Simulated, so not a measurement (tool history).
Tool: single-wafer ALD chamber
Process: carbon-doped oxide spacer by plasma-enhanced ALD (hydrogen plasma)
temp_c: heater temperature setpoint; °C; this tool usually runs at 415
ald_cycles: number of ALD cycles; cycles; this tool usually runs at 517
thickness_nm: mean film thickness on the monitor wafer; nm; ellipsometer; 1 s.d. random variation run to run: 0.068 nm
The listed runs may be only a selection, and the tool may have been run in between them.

run   hour  temp_c  ald_cycles  read-back reference wafer on the same gauge, thickness_nm  thickness_nm
  1    0.0     421         517                                                     28.197        26.502
  2   35.5     421         517                                                     28.169        26.475
  3   49.4     421         517                                                     28.153        26.431
  4   62.2     415         517                                                     28.143        27.040
  5   92.3     403         517                                                     28.115        28.025
  6  119.7     403         517                                                     28.083        27.931
  7  132.3     415         517                                                     28.061        26.919
  8  155.6     415         517                                                     28.027        26.828
  9  181.4     423         566                                                     27.988        28.627
 10  216.4     421         517                                                     27.925        26.196
 11  252.0     425         577                                                     27.848        28.772
 12  285.2     400         517                                                     28.241        28.341
 13  295.8     410         517                                                     28.249        27.553
 14  312.0     425         467                                                     28.233        23.689
 15  335.7     401         437                                                     28.230        23.860
 16  384.6     401         517                                                     28.197        28.318
 17  418.2     426         517                                                     28.189        25.969

Not shown: 2 entries that the log had between the listed runs. Between which runs, and how does the tool's hidden state differ before and after?
Run 11 -> run 12: gauge calibrated (hour 252.7); thermocouple changed; heater temperature recalibrated (hour 284.7)
  gauge reads high (%): -1.55 -> -0.21
  difference, measured minus the result without the unlogged condition, thickness_nm: -0.453 -> -0.059 nm

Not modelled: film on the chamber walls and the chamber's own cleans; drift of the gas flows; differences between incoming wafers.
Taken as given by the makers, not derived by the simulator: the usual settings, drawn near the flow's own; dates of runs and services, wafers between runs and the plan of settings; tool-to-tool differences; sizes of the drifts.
